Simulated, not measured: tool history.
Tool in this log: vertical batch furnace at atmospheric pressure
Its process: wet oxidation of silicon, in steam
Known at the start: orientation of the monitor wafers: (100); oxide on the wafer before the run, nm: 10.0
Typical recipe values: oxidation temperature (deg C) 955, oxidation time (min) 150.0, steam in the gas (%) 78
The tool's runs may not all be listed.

run,day,oxidation temperature (deg C),oxidation time (min),steam in the gas (%),wafers since the last listed run,hours since the last temperature calibration,hours since the steam generator was serviced,hours since the gauge calibration,"read-back reference wafer on the same gauge, thickness",oxide thickness on the monitor wafer (Å)
1,0.000,955,150.0,78,0,2666.2,1296.3,188.2,541.13,4724.8
2,1.288,955,150.0,78,241,2697.1,1327.2,219.1,541.20,4726.3
3,1.883,955,150.0,78,111,2711.4,1341.5,233.4,540.35,4748.9
4,3.288,955,150.0,78,263,2745.1,1375.2,267.1,541.34,4747.0
5,3.992,955,150.0,78,131,2762.0,1392.1,284.0,541.33,4744.7
6,4.508,955,150.0,78,96,2774.4,1404.5,296.4,541.47,4740.9
7,5.533,955,150.0,78,191,2799.0,1429.1,321.0,541.44,4754.5
8,6.162,955,150.0,78,117,2814.1,1444.2,336.1,540.99,4742.6
9,6.917,955,150.0,78,141,2832.2,1462.3,354.2,540.81,4739.1
10,8.017,955,150.0,78,206,2858.6,1488.7,380.6,541.10,4765.0
11,8.733,955,150.0,78,134,2875.8,1505.9,397.8,541.30,4732.2
12,9.288,955,150.0,78,103,2889.1,1519.2,411.1,541.18,4753.5
13,10.138,955,150.0,78,159,2909.5,1539.6,431.5,540.76,4775.6
14,12.446,955,150.0,78,432,2964.9,1595.0,486.9,541.24,4730.6
15,13.154,955,150.0,78,132,2981.9,1612.0,503.9,541.02,4750.4
# day 15.992: thermocouples replaced and temperature profile calibrated
16,16.012,955,150.0,78,348,0.5,1680.6,572.5,540.97,4754.5
17,16.312,955,80.5,75,56,7.7,1687.8,579.7,540.23,2931.1
18,16.608,970,80.0,70,55,14.8,1694.9,586.8,540.89,3145.2
19,18.933,955,111.5,78,435,70.6,1750.7,642.6,540.87,3850.7
# day 19.921: gauge calibrated
20,19.954,964,197.5,78,191,95.1,1775.2,0.8,541.28,6115.6
21,20.792,938,125.5,86,156,115.2,1795.3,20.9,540.46,3890.7
22,21.608,940,210.5,72,152,134.8,1814.9,40.5,540.98,5055.4
23,22.929,955,150.0,78,247,166.5,1846.6,72.2,541.14,4755.9
24,24.154,955,150.0,75,229,195.9,1876.0,101.6,540.59,4602.2
# day 25.842: steam generator serviced
25,25.862,955,150.0,78,132,236.9,0.5,142.6,540.60,4737.8
26,26.879,955,150.0,72,190,261.3,24.9,167.0,540.65,4488.7
27,27.596,955,150.0,78,134,278.5,42.1,184.2,540.57,4730.4
28,28.171,955,101.0,89,107,292.3,55.9,198.0,540.56,3928.5
29,29.404,955,150.0,78,231,321.9,85.5,227.6,540.82,4737.2
30,30.862,955,150.0,78,273,356.9,120.5,262.6,540.97,4751.4
31,31.617,946,111.0,78,141,375.0,138.6,280.7,541.30,3524.6
32,32.625,955,150.0,78,188,399.2,162.8,304.9,540.76,4752.6

What if the next run were any one of these 3? Each begins from the tool's condition after run 32:
A,32.925,964,150.0,78,56,406.4,170.0,312.1,?,?
B,32.925,937,218.0,85,56,406.4,170.0,312.1,?,?
C,32.925,955,102.0,88,56,406.4,170.0,312.1,?,?

run,"read-back reference wafer on the same gauge, thickness",oxide thickness on the monitor wafer (Å)
A,540.95,5066.3
B,540.95,5678.9
C,540.95,3911.4
What these runs would have given with no unlogged condition in the tool:
run,oxide thickness on the monitor wafer (Å)
A,5066.3
B,5678.9
C,3911.4
